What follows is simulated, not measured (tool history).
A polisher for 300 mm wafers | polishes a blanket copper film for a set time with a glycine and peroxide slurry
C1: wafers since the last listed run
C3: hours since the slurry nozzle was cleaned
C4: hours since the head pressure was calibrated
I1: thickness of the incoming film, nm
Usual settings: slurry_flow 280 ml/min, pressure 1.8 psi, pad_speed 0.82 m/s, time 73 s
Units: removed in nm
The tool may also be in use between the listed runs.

run 1 day=0.000 | slurry_flow=280 pressure=1.8 pad_speed=0.82 time=73 | C1=0 wafers_polished_on_this_pad=166 C3=150.4 C4=447.3 | I1=1348.2 | removed=225.7
run 2 day=0.900 | slurry_flow=280 pressure=1.8 pad_speed=0.82 time=73 | C1=134 wafers_polished_on_this_pad=300 C3=172.0 C4=468.9 | I1=1314.9 | removed=221.7
run 3 day=2.325 | slurry_flow=280 pressure=1.8 pad_speed=0.82 time=73 | C1=213 wafers_polished_on_this_pad=513 C3=206.2 C4=503.1 | I1=1337.6 | removed=223.0
run 4 day=3.679 | slurry_flow=280 pressure=1.8 pad_speed=0.82 time=73 | C1=202 wafers_polished_on_this_pad=716 C3=238.7 C4=535.6 | I1=1348.6 | removed=221.0
run 5 day=4.529 | slurry_flow=280 pressure=1.8 pad_speed=0.82 time=73 | C1=127 wafers_polished_on_this_pad=843 C3=259.1 C4=556.0 | I1=1334.3 | removed=223.4
run 6 day=5.779 | slurry_flow=280 pressure=1.8 pad_speed=0.82 time=73 | C1=186 wafers_polished_on_this_pad=1030 C3=289.1 C4=586.0 | I1=1360.6 | removed=217.7
-- day=8.667 head pressure recalibrated
run 7 day=9.596 | slurry_flow=280 pressure=1.8 pad_speed=0.82 time=73 | C1=558 wafers_polished_on_this_pad=1588 C3=380.7 C4=22.3 | I1=1348.9 | removed=216.3
run 8 day=10.383 | slurry_flow=280 pressure=1.8 pad_speed=0.82 time=73 | C1=117 wafers_polished_on_this_pad=1706 C3=399.6 C4=41.2 | I1=1319.3 | removed=215.0
-- day=11.312 slurry nozzle cleaned
run 9 day=11.812 | slurry_flow=280 pressure=1.8 pad_speed=0.82 time=73 | C1=207 wafers_polished_on_this_pad=1914 C3=12.0 C4=75.5 | I1=1336.6 | removed=227.2
-- day=12.250 worn pad replaced by a new one
run 10 day=12.712 | slurry_flow=280 pressure=1.8 pad_speed=0.74 time=73 | C1=109 wafers_polished_on_this_pad=69 C3=33.6 C4=97.1 | I1=1339.3 | removed=217.0
run 11 day=13.442 | slurry_flow=280 pressure=1.8 pad_speed=0.74 time=73 | C1=109 wafers_polished_on_this_pad=178 C3=51.1 C4=114.6 | I1=1320.4 | removed=216.8
run 12 day=13.988 | slurry_flow=280 pressure=1.8 pad_speed=1.00 time=73 | C1=81 wafers_polished_on_this_pad=260 C3=64.2 C4=127.7 | I1=1339.1 | removed=251.3
run 13 day=14.608 | slurry_flow=280 pressure=1.8 pad_speed=0.82 time=73 | C1=92 wafers_polished_on_this_pad=352 C3=79.1 C4=142.6 | I1=1341.7 | removed=233.1
run 14 day=15.767 | slurry_flow=280 pressure=2.0 pad_speed=0.82 time=73 | C1=173 wafers_polished_on_this_pad=526 C3=106.9 C4=170.4 | I1=1358.6 | removed=238.1
run 15 day=20.025 | slurry_flow=280 pressure=2.1 pad_speed=0.82 time=73 | C1=636 wafers_polished_on_this_pad=1163 C3=209.1 C4=272.6 | I1=1331.8 | removed=247.5
run 16 day=20.721 | slurry_flow=280 pressure=1.8 pad_speed=0.82 time=73 | C1=104 wafers_polished_on_this_pad=1267 C3=225.8 C4=289.3 | I1=1363.8 | removed=224.1
run 17 day=23.725 | slurry_flow=280 pressure=1.8 pad_speed=0.70 time=73 | C1=449 wafers_polished_on_this_pad=1716 C3=297.9 C4=361.4 | I1=1326.7 | removed=208.6
-- day=24.700 worn pad replaced by a new one
run 18 day=25.062 | slurry_flow=190 pressure=2.1 pad_speed=0.82 time=50 | C1=175 wafers_polished_on_this_pad=54 C3=330.0 C4=393.5 | I1=1345.0 | removed=155.3
run 19 day=26.154 | slurry_flow=280 pressure=1.3 pad_speed=0.56 time=62 | C1=163 wafers_polished_on_this_pad=217 C3=356.2 C4=419.7 | I1=1335.1 | removed=135.6
run 20 day=27.421 | slurry_flow=280 pressure=1.8 pad_speed=0.82 time=73 | C1=189 wafers_polished_on_this_pad=407 C3=386.6 C4=450.1 | I1=1361.5 | removed=217.8
run 21 day=28.775 | slurry_flow=280 pressure=1.8 pad_speed=0.82 time=86 | C1=202 wafers_polished_on_this_pad=609 C3=419.1 C4=482.6 | I1=1333.0 | removed=254.0
run 22 day=30.150 | slurry_flow=250 pressure=1.8 pad_speed=0.94 time=73 | C1=205 wafers_polished_on_this_pad=815 C3=452.1 C4=515.6 | I1=1327.2 | removed=224.2
-- day=30.875 slurry nozzle cleaned
run 23 day=31.071 | slurry_flow=280 pressure=1.8 pad_speed=0.96 time=73 | C1=131 wafers_polished_on_this_pad=946 C3=4.7 C4=537.7 | I1=1332.3 | removed=246.1
run 24 day=32.033 | slurry_flow=280 pressure=1.8 pad_speed=0.98 time=73 | C1=143 wafers_polished_on_this_pad=1090 C3=27.8 C4=560.8 | I1=1326.2 | removed=245.9
run 25 day=32.688 | slurry_flow=280 pressure=2.0 pad_speed=0.68 time=93 | C1=97 wafers_polished_on_this_pad=1188 C3=43.5 C4=576.5 | I1=1321.8 | removed=285.5
run 26 day=34.350 | slurry_flow=315 pressure=1.8 pad_speed=0.82 time=73 | C1=248 wafers_polished_on_this_pad=1437 C3=83.4 C4=616.4 | I1=1344.1 | removed=232.5
-- day=34.512 head pressure recalibrated
run 27 day=35.812 | slurry_flow=250 pressure=2.4 pad_speed=0.62 time=63 | C1=206 wafers_polished_on_this_pad=1643 C3=118.5 C4=31.2 | I1=1362.5 | removed=200.7
-- day=36.212 worn pad replaced by a new one
run 28 day=36.921 | slurry_flow=280 pressure=1.8 pad_speed=0.82 time=73 | C1=140 wafers_polished_on_this_pad=105 C3=145.1 C4=57.8 | I1=1339.7 | removed=226.8
run 29 day=37.750 | slurry_flow=280 pressure=1.8 pad_speed=0.82 time=73 | C1=124 wafers_polished_on_this_pad=229 C3=165.0 C4=77.7 | I1=1333.8 | removed=221.8
run 30 day=38.750 | slurry_flow=280 pressure=1.8 pad_speed=0.96 time=73 | C1=149 wafers_polished_on_this_pad=379 C3=189.0 C4=101.7 | I1=1334.5 | removed=245.7
run 31 day=39.783 | slurry_flow=320 pressure=2.0 pad_speed=1.10 time=65 | C1=154 wafers_polished_on_this_pad=534 C3=213.8 C4=126.5 | I1=1360.7 | removed=250.2
run 32 day=41.062 | slurry_flow=280 pressure=1.8 pad_speed=0.74 time=83 | C1=191 wafers_polished_on_this_pad=725 C3=244.5 C4=157.2 | I1=1357.4 | removed=241.9
run 33 day=42.167 | slurry_flow=230 pressure=1.8 pad_speed=0.82 time=73 | C1=165 wafers_polished_on_this_pad=890 C3=271.0 C4=183.7 | I1=1353.1 | removed=216.7
run 34 day=43.350 | slurry_flow=180 pressure=2.3 pad_speed=0.90 time=98 | C1=176 wafers_polished_on_this_pad=1067 C3=299.4 C4=212.1 | I1=1337.7 | removed=327.7
run 35 day=44.292 | slurry_flow=180 pressure=1.4 pad_speed=0.82 time=73 | C1=140 wafers_polished_on_this_pad=1208 C3=322.0 C4=234.7 | I1=1320.3 | removed=176.0
run 36 day=45.688 | slurry_flow=360 pressure=1.8 pad_speed=1.04 time=94 | C1=208 wafers_polished_on_this_pad=1417 C3=355.5 C4=268.2 | I1=1324.2 | removed=328.5
run 37 day=46.454 | slurry_flow=280 pressure=1.8 pad_speed=0.82 time=73 | C1=114 wafers_polished_on_this_pad=1531 C3=373.9 C4=286.6 | I1=1324.9 | removed=215.8
-- day=46.783 slurry nozzle cleaned
-- day=47.388 worn pad replaced by a new one
run 38 day=47.442 | slurry_flow=280 pressure=2.3 pad_speed=0.82 time=73 | C1=116 wafers_polished_on_this_pad=8 C3=15.8 C4=310.3 | I1=1333.1 | removed=263.2

3 ways to go on from here, each from the tool as it stands after run 38. What would each give?
run A day=47.462 | slurry_flow=280 pressure=1.8 pad_speed=0.82 time=73 | C1=3 wafers_polished_on_this_pad=11 C3=16.3 C4=310.8 | I1=1357.3 | removed=?
run B day=47.462 | slurry_flow=210 pressure=1.8 pad_speed=0.92 time=66 | C1=3 wafers_polished_on_this_pad=11 C3=16.3 C4=310.8 | I1=1357.3 | removed=?
run C day=47.462 | slurry_flow=280 pressure=1.5 pad_speed=0.82 time=95 | C1=3 wafers_polished_on_this_pad=11 C3=16.3 C4=310.8 | I1=1357.3 | removed=?

run=A removed=226.4
run=B removed=209.9
run=C removed=266.9
Without the tool's hidden state the same runs would have given:
run=A removed=226.8
run=B removed=210.3
run=C removed=267.4
